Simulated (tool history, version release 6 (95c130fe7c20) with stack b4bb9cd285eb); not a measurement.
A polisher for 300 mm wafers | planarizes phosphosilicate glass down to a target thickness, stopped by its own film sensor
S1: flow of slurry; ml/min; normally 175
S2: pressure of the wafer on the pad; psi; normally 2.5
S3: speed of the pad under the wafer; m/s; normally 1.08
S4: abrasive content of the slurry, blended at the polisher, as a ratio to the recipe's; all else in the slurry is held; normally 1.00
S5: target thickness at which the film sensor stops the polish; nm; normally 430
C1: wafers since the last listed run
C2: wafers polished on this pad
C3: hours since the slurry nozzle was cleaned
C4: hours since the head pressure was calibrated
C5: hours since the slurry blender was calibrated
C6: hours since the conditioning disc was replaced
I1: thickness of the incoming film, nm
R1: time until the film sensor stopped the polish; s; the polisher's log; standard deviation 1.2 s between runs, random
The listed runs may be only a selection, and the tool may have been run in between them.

run	hour	S1	S2	S3	S4	S5	C1	C2	C3	C4	C5	C6	I1	R1
1	0.0	130	2.5	1.08	1.00	430	0	868	582.7	1094.1	247.2	271.0	1193.4	127.6
2	12.8	145	2.5	1.08	1.00	430	143	1011	595.5	1106.9	260.0	283.8	1189.5	123.6
# hour 19.9: worn pad replaced by a new one
3	30.1	175	2.5	1.16	1.00	430	149	114	612.8	1124.2	277.3	301.1	1200.0	118.0
4	38.3	175	2.5	1.16	1.00	430	91	206	621.0	1132.4	285.5	309.3	1185.7	118.1
5	53.1	175	2.5	1.16	1.00	430	165	372	635.8	1147.2	300.3	324.1	1170.5	116.4
6	73.4	175	2.5	1.08	1.00	430	227	600	656.1	1167.5	320.6	344.4	1186.8	123.5
# hour 81.4: conditioning disc replaced and pad reconditioned
# hour 82.7: slurry nozzle cleaned
7	87.8	175	2.5	1.08	1.00	430	127	727	5.1	1181.9	335.0	6.4	1186.8	107.0
8	96.6	175	2.5	1.08	1.10	430	98	826	13.9	1190.7	343.8	15.2	1173.2	102.1
# hour 110.7: worn pad replaced by a new one
9	113.6	120	2.5	1.08	1.00	430	145	32	30.9	1207.7	360.8	32.2	1200.9	122.4
10	119.6	175	2.8	1.08	1.00	692	67	99	36.9	1213.7	366.8	38.2	1205.4	69.4
11	129.7	175	2.5	1.08	1.00	430	113	212	47.0	1223.8	376.9	48.3	1190.6	110.6
12	141.9	130	2.5	1.44	0.70	430	136	349	59.2	1236.0	389.1	60.5	1203.6	119.9
# hour 151.6: head pressure recalibrated
13	154.8	175	2.5	1.08	0.70	653	122	471	72.1	3.2	402.0	73.4	1215.6	97.0
14	161.4	175	2.5	0.82	0.80	202	74	545	78.7	9.8	408.6	80.0	1207.0	187.9
15	171.9	115	2.2	1.26	1.10	430	117	663	89.2	20.3	419.1	90.5	1205.9	125.2
# hour 185.2: worn pad replaced by a new one
16	185.7	175	2.1	1.08	1.00	430	109	6	103.0	34.1	432.9	104.3	1197.9	135.0
17	190.8	145	2.5	1.08	1.00	430	57	63	108.1	39.2	438.0	109.4	1177.8	118.0
18	205.5	175	2.5	1.08	1.00	619	164	228	122.8	53.9	452.7	124.1	1193.4	87.9
19	217.2	200	2.5	1.32	1.00	430	131	359	134.5	65.6	464.4	135.8	1194.7	103.5
# hour 224.5: slurry blender recalibrated
# hour 258.7: worn pad replaced by a new one
20	269.3	175	2.5	0.94	1.00	430	516	118	186.6	117.7	44.8	187.9	1184.8	126.8
21	286.9	175	1.9	1.08	1.00	619	197	315	204.2	135.3	62.4	205.5	1184.8	107.2
22	293.7	175	2.5	1.36	0.70	602	76	391	211.0	142.1	69.2	212.3	1173.7	91.5
23	305.3	175	2.5	0.82	0.80	202	130	522	222.6	153.7	80.8	223.9	1188.0	194.6
24	318.4	175	2.5	1.08	1.00	430	146	668	235.7	166.8	93.9	237.0	1201.7	119.8
25	332.3	175	1.9	1.28	1.20	500	155	824	249.6	180.7	107.8	250.9	1209.4	117.9

Measured minus without-hidden-state, run by run (identical run-to-run variation in each term; gauge scatter may differ):
The hidden state here: removal rate lost through wear of the pad, %; slurry flow missing at the pad, %; deviation of the head's pressure from its setpoint, %; abrasive missing from the slurry, %; time polished since the conditioner stopped cutting, s.
run	R1
1	+16.5
2	+16.1
3	+16.1
4	+16.1
5	+16.0
6	+16.4
7	+1.4
8	+2.4
9	+5.0
10	+3.4
11	+6.0
12	+8.9
13	+6.8
14	+11.9
15	+9.9
16	+10.2
17	+10.2
18	+8.0
19	+11.1
20	+12.7
21	+10.0
22	+11.6
23	+19.1
24	+13.7
25	+12.7
